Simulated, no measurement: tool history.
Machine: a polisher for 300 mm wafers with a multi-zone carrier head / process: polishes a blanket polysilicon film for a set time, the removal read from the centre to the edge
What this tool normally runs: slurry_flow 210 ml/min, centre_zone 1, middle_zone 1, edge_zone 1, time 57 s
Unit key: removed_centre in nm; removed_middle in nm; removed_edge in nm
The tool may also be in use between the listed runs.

run   hour  slurry_flow  centre_zone  middle_zone  edge_zone  time  wafers since the last listed run  wafers polished on this pad  hours since the slurry nozzle was cleaned  hours since the centre zone pressure was calibrated  hours since the edge zone pressure was calibrated  hours since the carrier head's membrane was replaced  incoming thickness of the incoming film, nm  removed_centre  removed_middle  removed_edge
  1      0          210            1            1          1    57                                 0                          475                                      204.7                                                340.9                                              652.3                                                 510.4                                       1354.8           301.6           293.1           298
  2   12.5          210            1            1          1    57                               184                          660                                      217.2                                                353.4                                              664.8                                                 522.9                                       1369.8           296.8           288.5         301.9
  3   41.2          210         1.04            1          1    57                               423                         1083                                      245.9                                                382.1                                              693.5                                                 551.6                                       1383.5             302           285.3         294.4
  4     56          210         1.04            1          1    57                               218                         1301                                      260.7                                                396.9                                              708.3                                                 566.4                                       1378.6           309.7             286         294.7
      80.9  -- worn pad replaced by a new one
  5   81.4          210         1.04            1          1    57                               315                            7                                      286.1                                                422.3                                              733.7                                                 591.8                                       1379.5           297.1             277         287.5
  6  111.4          210            1            1          1    57                               442                          449                                      316.1                                                452.3                                              763.7                                                 621.8                                       1376.8             278           263.4           278
     119.1  -- slurry nozzle cleaned
  7  141.2          210            1            1          1    57                               424                          874                                       22.1                                                482.1                                              793.5                                                 651.6                                       1381.2           273.1           261.3         263.6
     166.9  -- worn pad replaced by a new one, repeated, since the last time left the tool worse
  8  167.4          210            1            1          1    57                               327                            7                                       48.3                                                508.3                                              819.7                                                 677.8                                       1365.2           319.2           306.1         309.2
  9  186.9          210            1            1          1    57                               287                          295                                       67.8                                                527.8                                              839.2                                                 697.3                                       1387.8           305.5           299.4         307.4
       203  -- carrier head's membrane replaced by a new one
 10  203.5          270            1            1          1    57                               170                          466                                       84.4                                                544.4                                              855.8                                                   0.5                                       1368.6           318.3           303.6         308.4
 11  218.5          210            1            1          1    57                               221                          687                                       99.4                                                559.4                                              870.8                                                  15.5                                       1362.3           302.2           290.1         304.5
 12  238.5          210         1.08            1       0.89    57                               294                          982                                      119.4                                                579.4                                              890.8                                                  35.5                                       1373.3           312.5           288.5         285.9
 13  261.7          210            1         0.92          1    57                               341                         1324                                      142.6                                                602.6                                                914                                                  58.7                                       1377.9           296.5           274.4         305.4
 14  290.2          180            1         0.88       0.91    57                               420                         1744                                      171.1                                                631.1                                              942.5                                                  87.2                                       1380.9           284.8           262.2         278.6
       299  -- worn pad replaced by a new one
 15  304.6          240            1            1          1    71                               153                           82                                      185.5                                                645.5                                              956.9                                                 101.6                                       1378.4           397.4           384.5         398.6
     319.2  -- centre zone pressure recalibrated
 16  339.6          260            1            1       1.11    57                               486                          569                                      220.5                                                 20.4                                              991.9                                                 136.6                                       1376.3           318.2           298.4         319.4
       345  -- edge zone pressure recalibrated
 17  357.4          210         1.05            1       1.09    57                               232                          802                                      238.3                                                 38.2                                               12.4                                                 154.4                                       1376.6           314.1           289.5         314.4
 18  386.8          135         1.04          1.1          1    74                               433                         1235                                      267.7                                                 67.6                                               41.8                                                 183.8                                       1361.6           360.9             364           373
     400.9  -- worn pad replaced by a new one
 19  401.4          210            1         1.06       1.09    57                               156                            7                                      282.3                                                 82.2                                               56.4                                                 198.4                                       1357.8           310.2           310.5         320.3
     413.2  -- slurry nozzle cleaned
 20  417.2          210            1         0.92          1    46                               218                          225                                          4                                                   98                                               72.2                                                 214.2                                       1384.3           241.1           228.7         246.3
 21  436.2          165            1            1          1    40                               280                          505                                         23                                                  117                                               91.2                                                 233.2                                       1391.8           205.1           195.8         205.4
 22  493.2          210            1         0.92          1    57                               840                         1345                                         80                                                  174                                              148.2                                                 290.2                                       1402.8           295.6           274.2         297.8
 23  505.6          210            1            1          1    71                               182                         1528                                       92.4                                                186.4                                              160.6                                                 302.6                                       1379.8           362.2           353.8         368.3

A few steps of removed_centre between consecutive runs. Split each: what settings, incoming material and random variation would produce without the hidden state, and what is left over for the hidden state, along with gauge scatter present in only one of the two compared results (measured, and without hidden state):
The tool's hidden condition here consists of: removal rate lost through wear of the pad, %; slurry flow missing at the pad, %; deviation of the centre zone's pressure from its setpoint, %; deviation of the edge zone's pressure from its setpoint, %.
Run 7 -> 8: worn pad replaced by a new one, repeated, since the last time left the tool worse. removed_centre +46.1 nm: hidden state +47.8, all else -1.7.
Run 14 -> 15: slurry_flow 180 -> 240, middle_zone 0.88 -> 1, edge_zone 0.91 -> 1, time 57 -> 71, worn pad replaced by a new one. removed_centre +112.6 nm: hidden state +13.4, all else +99.2.
Run 18 -> 19: slurry_flow 135 -> 210, centre_zone 1.04 -> 1, middle_zone 1.1 -> 1.06, edge_zone 1 -> 1.09, time 74 -> 57, worn pad replaced by a new one. removed_centre -50.7 nm: hidden state +17.7, all else -68.4.
Run 21 -> 22: slurry_flow 165 -> 210, middle_zone 1 -> 0.92, time 40 -> 57. removed_centre +90.5 nm: hidden state -11.1, all else +101.6.

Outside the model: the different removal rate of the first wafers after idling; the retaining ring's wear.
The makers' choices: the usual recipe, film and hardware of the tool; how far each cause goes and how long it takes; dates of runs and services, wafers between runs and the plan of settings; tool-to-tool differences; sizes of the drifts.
